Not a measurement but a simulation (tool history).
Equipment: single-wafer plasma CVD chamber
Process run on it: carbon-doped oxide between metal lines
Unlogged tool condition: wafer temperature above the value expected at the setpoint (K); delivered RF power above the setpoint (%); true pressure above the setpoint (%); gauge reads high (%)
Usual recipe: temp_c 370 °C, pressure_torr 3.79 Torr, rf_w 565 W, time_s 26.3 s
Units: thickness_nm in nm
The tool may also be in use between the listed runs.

run	hour	temp_c	pressure_torr	rf_w	time_s	wafers since the last listed run	hours since the last thermocouple change	hours since the last RF generator calibration	hours since the last manometer calibration	hours since the showerhead was replaced	hours since the gauge calibration	read-back reference wafer on the same gauge, thickness_nm	thickness_nm
1	0.0	370	3.79	565	26.3	0	1549.9	66.4	383.5	6603.0	1407.9	118.980	140.088
2	92.9	370	3.79	565	26.3	1875	1642.8	159.3	476.4	6695.9	1500.8	118.943	140.968
3	150.4	370	3.79	565	26.3	1160	1700.3	216.8	533.9	6753.4	1558.3	118.955	139.716
4	258.1	370	3.79	565	26.3	2173	1808.0	324.5	641.6	6861.1	1666.0	119.030	139.777
5	359.7	370	3.79	565	23.3	2050	1909.6	426.1	743.2	6962.7	1767.6	118.881	124.123
6	446.5	370	3.79	565	23.3	1752	1996.4	512.9	830.0	7049.5	1854.4	118.937	124.666
# hour 459.7: capacitance manometer re-zeroed and calibrated
7	483.4	370	3.79	565	26.3	583	2033.3	549.8	23.7	7086.4	1891.3	118.922	140.470
8	572.6	370	3.79	565	26.3	1800	2122.5	639.0	112.9	7175.6	1980.5	119.024	139.792
9	621.5	370	3.79	565	26.3	987	2171.4	687.9	161.8	7224.5	2029.4	119.015	139.592
10	663.2	361	3.79	565	26.3	841	2213.1	729.6	203.5	7266.2	2071.1	118.912	141.742
# hour 732.7: thermocouple changed; heater temperature recalibrated
11	757.3	370	4.28	565	26.3	1737	24.6	823.7	297.6	7360.3	2165.2	119.088	141.039
# hour 780.6: gauge calibrated
12	855.1	370	3.79	660	26.3	1974	122.4	921.5	395.4	7458.1	74.5	119.097	154.624
13	949.2	370	4.04	620	26.3	1899	216.5	1015.6	489.5	7552.2	168.6	118.982	147.932
14	1262.8	370	3.79	565	26.3	6330	530.1	1329.2	803.1	7865.8	482.2	118.947	136.703
15	1328.8	377	3.79	565	26.3	1332	596.1	1395.2	869.1	7931.8	548.2	119.022	135.177
# hour 1362.4: RF generator calibrated
# hour 1413.0: showerhead replaced
16	1434.2	370	3.54	565	21.4	1804	701.5	71.8	974.5	21.2	653.6	119.034	115.145
# hour 1447.9: capacitance manometer re-zeroed and calibrated
17	1509.5	370	3.50	460	21.6	1358	776.8	147.1	61.6	96.5	728.9	119.006	98.676
18	1588.5	370	2.90	645	28.7	1594	855.8	226.1	140.6	175.5	807.9	119.038	165.242
19	1698.7	370	3.38	505	22.0	2224	966.0	336.3	250.8	285.7	918.1	119.013	107.542
20	1744.3	370	3.79	565	26.3	920	1011.6	381.9	296.4	331.3	963.7	118.897	141.061
21	1840.1	384	3.24	480	26.3	1933	1107.4	477.7	392.2	427.1	1059.5	119.032	119.233
22	1974.7	370	3.79	565	26.3	2716	1242.0	612.3	526.8	561.7	1194.1	119.059	140.515

For each run, what was the tool's unlogged condition?
wafer temperature above the value expected at the setpoint (K): 0, the same for each run
true pressure above the setpoint (%): 0, the same for each run
gauge reads high (%): 0, the same for each run
H1: delivered RF power above the setpoint (%)
run	H1
1	-0.188
2	-0.224
3	-0.261
4	-0.362
5	-0.495
6	-0.636
7	-0.704
8	-0.888
9	-1
10	-1.1
11	-1.36
12	-1.65
13	-1.97
14	-3.24
15	-3.55
16	-0.0218
17	-0.0503
18	-0.101
19	-0.209
20	-0.266
21	-0.408
22	-0.662

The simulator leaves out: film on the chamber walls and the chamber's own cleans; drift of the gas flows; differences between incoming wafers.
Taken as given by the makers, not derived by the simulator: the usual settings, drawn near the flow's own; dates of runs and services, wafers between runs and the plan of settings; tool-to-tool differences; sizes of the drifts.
